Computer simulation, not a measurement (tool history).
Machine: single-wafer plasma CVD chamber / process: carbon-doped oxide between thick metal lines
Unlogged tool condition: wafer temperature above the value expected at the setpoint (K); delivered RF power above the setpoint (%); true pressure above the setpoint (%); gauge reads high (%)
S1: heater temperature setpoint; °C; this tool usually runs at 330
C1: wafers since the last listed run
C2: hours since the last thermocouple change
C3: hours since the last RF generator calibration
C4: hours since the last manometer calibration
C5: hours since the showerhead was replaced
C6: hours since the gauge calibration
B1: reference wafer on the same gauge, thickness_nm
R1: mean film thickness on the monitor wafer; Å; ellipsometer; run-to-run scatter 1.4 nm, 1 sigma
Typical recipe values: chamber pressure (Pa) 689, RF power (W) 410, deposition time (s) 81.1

{"run": 1, "hour": 0.0, "S1": 330, "chamber pressure (Pa)": 689, "RF power (W)": 410, "deposition time (s)": 81.1, "C1": 0, "C2": 1878.8, "C3": 1604.4, "C4": 1125.1, "C5": 4479.6, "C6": 97.6, "B1": 349.928, "R1": 3819.41}
{"run": 2, "hour": 12.9, "S1": 330, "chamber pressure (Pa)": 689, "RF power (W)": 410, "deposition time (s)": 81.1, "C1": 103, "C2": 1891.7, "C3": 1617.3, "C4": 1138, "C5": 4492.5, "C6": 110.5, "B1": 349.69, "R1": 3801.39}
{"run": 3, "hour": 40.7, "S1": 330, "chamber pressure (Pa)": 689, "RF power (W)": 410, "deposition time (s)": 81.1, "C1": 223, "C2": 1919.5, "C3": 1645.1, "C4": 1165.8, "C5": 4520.3, "C6": 138.3, "B1": 350.219, "R1": 3813.43}
{"run": 4, "hour": 62.2, "S1": 330, "chamber pressure (Pa)": 689, "RF power (W)": 410, "deposition time (s)": 81.1, "C1": 173, "C2": 1941, "C3": 1666.6, "C4": 1187.3, "C5": 4541.8, "C6": 159.8, "B1": 350.161, "R1": 3823.5}
{"run": 5, "hour": 96.8, "S1": 330, "chamber pressure (Pa)": 689, "RF power (W)": 410, "deposition time (s)": 81.1, "C1": 278, "C2": 1975.6, "C3": 1701.2, "C4": 1221.9, "C5": 4576.4, "C6": 194.4, "B1": 349.939, "R1": 3799.51}
{"run": 6, "hour": 118.3, "S1": 330, "chamber pressure (Pa)": 689, "RF power (W)": 410, "deposition time (s)": 86, "C1": 173, "C2": 1997.1, "C3": 1722.7, "C4": 1243.4, "C5": 4597.9, "C6": 215.9, "B1": 350.418, "R1": 4030.66}
{"run": 7, "hour": 136.6, "S1": 330, "chamber pressure (Pa)": 689, "RF power (W)": 410, "deposition time (s)": 86, "C1": 147, "C2": 2015.4, "C3": 1741, "C4": 1261.7, "C5": 4616.2, "C6": 234.2, "B1": 349.963, "R1": 4027.3}
{"run": 8, "hour": 159.2, "S1": 330, "chamber pressure (Pa)": 783, "RF power (W)": 355, "deposition time (s)": 81.1, "C1": 182, "C2": 2038, "C3": 1763.6, "C4": 1284.3, "C5": 4638.8, "C6": 256.8, "B1": 349.365, "R1": 3562.57}
{"hour": 168.2, "done": "showerhead replaced"}
{"hour": 217.6, "done": "capacitance manometer re-zeroed and calibrated"}
{"run": 9, "hour": 235.6, "S1": 330, "chamber pressure (Pa)": 783, "RF power (W)": 355, "deposition time (s)": 81.1, "C1": 486, "C2": 2114.4, "C3": 1840, "C4": 18, "C5": 67.4, "C6": 333.2, "B1": 350.906, "R1": 3621.09}
{"run": 10, "hour": 264.6, "S1": 330, "chamber pressure (Pa)": 783, "RF power (W)": 355, "deposition time (s)": 81.1, "C1": 233, "C2": 2143.4, "C3": 1869, "C4": 47, "C5": 96.4, "C6": 362.2, "B1": 350.247, "R1": 3586.64}
{"hour": 305.5, "done": "RF generator calibrated"}
{"run": 11, "hour": 306.0, "S1": 330, "chamber pressure (Pa)": 772, "RF power (W)": 450, "deposition time (s)": 81.1, "C1": 268, "C2": 2184.8, "C3": 0.5, "C4": 88.4, "C5": 137.8, "C6": 403.6, "B1": 349.68, "R1": 4190.37}
{"run": 12, "hour": 318.7, "S1": 330, "chamber pressure (Pa)": 689, "RF power (W)": 410, "deposition time (s)": 81.1, "C1": 102, "C2": 2197.5, "C3": 13.2, "C4": 101.1, "C5": 150.5, "C6": 416.3, "B1": 349.873, "R1": 3853.44}
{"run": 13, "hour": 346.7, "S1": 330, "chamber pressure (Pa)": 689, "RF power (W)": 410, "deposition time (s)": 81.1, "C1": 225, "C2": 2225.5, "C3": 41.2, "C4": 129.1, "C5": 178.5, "C6": 444.3, "B1": 349.309, "R1": 3855.03}
{"run": 14, "hour": 382.7, "S1": 330, "chamber pressure (Pa)": 689, "RF power (W)": 410, "deposition time (s)": 86, "C1": 289, "C2": 2261.5, "C3": 77.2, "C4": 165.1, "C5": 214.5, "C6": 480.3, "B1": 349.585, "R1": 4075.9}
{"hour": 391.8, "done": "thermocouple changed; heater temperature recalibrated"}
{"run": 15, "hour": 400.1, "S1": 345, "chamber pressure (Pa)": 561, "RF power (W)": 370, "deposition time (s)": 96.5, "C1": 75, "C2": 8.3, "C3": 94.6, "C4": 182.5, "C5": 231.9, "C6": 497.7, "B1": 350.133, "R1": 3886.89}
{"run": 16, "hour": 473.3, "S1": 330, "chamber pressure (Pa)": 689, "RF power (W)": 410, "deposition time (s)": 81.1, "C1": 589, "C2": 81.5, "C3": 167.8, "C4": 255.7, "C5": 305.1, "C6": 570.9, "B1": 349.747, "R1": 3851.08}
{"run": 17, "hour": 493.5, "S1": 330, "chamber pressure (Pa)": 689, "RF power (W)": 490, "deposition time (s)": 81.1, "C1": 162, "C2": 101.7, "C3": 188, "C4": 275.9, "C5": 325.3, "C6": 591.1, "B1": 350.105, "R1": 4262.95}
{"hour": 509.3, "done": "gauge calibrated"}
{"run": 18, "hour": 547.5, "S1": 330, "chamber pressure (Pa)": 689, "RF power (W)": 480, "deposition time (s)": 73, "C1": 434, "C2": 155.7, "C3": 242, "C4": 329.9, "C5": 379.3, "C6": 38.2, "B1": 350.025, "R1": 3799.04}
{"run": 19, "hour": 576.0, "S1": 330, "chamber pressure (Pa)": 689, "RF power (W)": 340, "deposition time (s)": 69.8, "C1": 229, "C2": 184.2, "C3": 270.5, "C4": 358.4, "C5": 407.8, "C6": 66.7, "B1": 350.462, "R1": 2914.61}
{"run": 20, "hour": 607.7, "S1": 330, "chamber pressure (Pa)": 689, "RF power (W)": 365, "deposition time (s)": 81.1, "C1": 255, "C2": 215.9, "C3": 302.2, "C4": 390.1, "C5": 439.5, "C6": 98.4, "B1": 350.204, "R1": 3525.23}
{"run": 21, "hour": 624.6, "S1": 325, "chamber pressure (Pa)": 689, "RF power (W)": 380, "deposition time (s)": 81.1, "C1": 136, "C2": 232.8, "C3": 319.1, "C4": 407, "C5": 456.4, "C6": 115.3, "B1": 349.299, "R1": 3697.65}
{"run": 22, "hour": 646.5, "S1": 343, "chamber pressure (Pa)": 689, "RF power (W)": 365, "deposition time (s)": 89.8, "C1": 176, "C2": 254.7, "C3": 341, "C4": 428.9, "C5": 478.3, "C6": 137.2, "B1": 350.03, "R1": 3791.45}
{"run": 23, "hour": 665.1, "S1": 322, "chamber pressure (Pa)": 689, "RF power (W)": 410, "deposition time (s)": 89.2, "C1": 149, "C2": 273.3, "C3": 359.6, "C4": 447.5, "C5": 496.9, "C6": 155.8, "B1": 350.931, "R1": 4303.7}
{"run": 24, "hour": 679.6, "S1": 321, "chamber pressure (Pa)": 689, "RF power (W)": 345, "deposition time (s)": 92.1, "C1": 116, "C2": 287.8, "C3": 374.1, "C4": 462, "C5": 511.4, "C6": 170.3, "B1": 350.296, "R1": 3986.88}
{"run": 25, "hour": 697.3, "S1": 330, "chamber pressure (Pa)": 689, "RF power (W)": 410, "deposition time (s)": 67.1, "C1": 142, "C2": 305.5, "C3": 391.8, "C4": 479.7, "C5": 529.1, "C6": 188, "B1": 349.931, "R1": 3154.72}

Run 26, settings as shown, results not yet in. Your forecast:
{"run": 26, "hour": 727.9, "S1": 330, "chamber pressure (Pa)": 689, "RF power (W)": 410, "deposition time (s)": 81.1, "C1": 246, "C2": 336.1, "C3": 422.4, "C4": 510.3, "C5": 559.7, "C6": 218.6, "B1": "?", "R1": "?"}

Run 26 came out at B1 349.879, R1 3829.35 Å.
On a tool with no hidden condition, and with the same random variation, this run would have come out at R1 3888.75 Å.
